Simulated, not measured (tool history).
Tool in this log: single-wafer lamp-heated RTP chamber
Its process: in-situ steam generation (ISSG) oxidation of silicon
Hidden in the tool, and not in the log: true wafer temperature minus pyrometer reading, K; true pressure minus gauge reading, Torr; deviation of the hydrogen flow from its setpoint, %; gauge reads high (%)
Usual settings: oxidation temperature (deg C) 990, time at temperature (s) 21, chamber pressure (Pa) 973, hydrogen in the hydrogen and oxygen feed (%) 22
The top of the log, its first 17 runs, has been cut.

run	hour	oxidation temperature (deg C)	time at temperature (s)	chamber pressure (Pa)	hydrogen in the hydrogen and oxygen feed (%)	wafers since the last listed run	wafers since the last pyrometer calibration	hours since the pressure gauge was zeroed	hours since the hydrogen flow controller was replaced	hours since the gauge calibration	read-back reference wafer on the same gauge, thickness	oxide thickness on the monitor wafer (nm)
18	1162.0	990	21	973	22	500	2718	546.7	339.6	52.3	5.050	5.985
19	1208.0	990	21	973	22	537	3255	592.7	385.6	98.3	5.062	5.986
20	1286.4	1000	21	973	25	915	4170	671.1	464.0	176.7	5.054	6.402
21	1374.1	1007	14	1147	22	1023	5194	758.8	551.7	264.4	5.050	5.260
22	1410.7	990	15	973	22	427	5622	795.4	588.3	301.0	5.048	5.152
23	1470.6	990	29	920	22	699	6321	855.3	648.2	360.9	5.044	6.954
24	1522.4	1009	21	920	28	604	6926	907.1	700.0	412.7	5.061	6.901
# hour 1538.8: pyrometer window cleaned and pyrometer calibrated
25	1564.5	990	21	973	22	398	299	949.2	742.1	454.8	5.047	5.845
26	1607.0	990	14	1067	31	496	795	991.7	784.6	497.3	5.047	5.373
27	1710.6	990	21	920	22	1209	2005	1095.3	888.2	600.9	5.037	5.919
28	1757.5	990	21	973	20	547	2552	1142.2	935.1	647.8	5.056	5.801
29	1860.8	990	21	973	22	1205	3758	1245.5	1038.4	751.1	5.045	5.986

Expected results for the next run?
30	1965.5	996	21	973	22	1222	4981	1350.2	1143.1	855.8	?	?

read-back reference wafer on the same gauge, thickness: 5.048
oxide thickness on the monitor wafer (nm): 6.127
Had the tool carried no hidden state, the very same run would have given oxide thickness on the monitor wafer (nm) 5.992.
